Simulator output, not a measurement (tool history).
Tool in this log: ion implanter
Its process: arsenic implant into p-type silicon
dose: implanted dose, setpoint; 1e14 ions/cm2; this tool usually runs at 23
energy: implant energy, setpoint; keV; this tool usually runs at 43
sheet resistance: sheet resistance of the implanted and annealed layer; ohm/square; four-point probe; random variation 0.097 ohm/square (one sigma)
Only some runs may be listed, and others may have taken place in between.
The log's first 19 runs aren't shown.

run   hour   dose  energy  read-back reference wafer on the same gauge, sheet resistance  sheet resistance
 20  285.1     23      43                                                          73.92             62.15
 21  302.7   17.7      35                                                          73.88             74.64
 22  311.4  28.75      49                                                          73.92             54.28
 23  320.5  16.14      43                                                          73.89             74.81
 24    333  20.07    56.5                                                          73.91              61.4
 25  341.3     23    55.5                                                          73.89              57.5
 26  357.2     23      43                                                          73.88             62.26
 27  365.7  28.99    35.5                                                           73.9             60.46
 28  381.7  27.69      33                                                          73.91             62.76
 29  398.6     23      43                                                           73.9              62.3
 30  412.7     23      43                                                          73.89             62.12
 31    425  18.54      48                                                          73.92             67.12
 32    435  18.56      38                                                          73.91              71.1

Branching from run 32: 5 alternative next runs. What would each branch give?
  A  435.4     23    35.5                                                              ?                 ?
  B  435.4  19.21      37                                                              ?                 ?
  C  435.4  28.27      43                                                              ?                 ?
  D  435.4  29.58    57.5                                                              ?                 ?
  E  435.4  17.65    31.5                                                              ?                 ?

run  read-back reference wafer on the same gauge, sheet resistance  sheet resistance
  A                                                          73.87             65.62
  B                                                          73.87             70.38
  C                                                          73.87             57.08
  D                                                          73.87             50.57
  E                                                          73.87             76.21
Without the tool's unlogged condition, the same runs would have read:
run  sheet resistance
  A             65.66
  B             70.44
  C             57.12
  D              50.6
  E             76.27
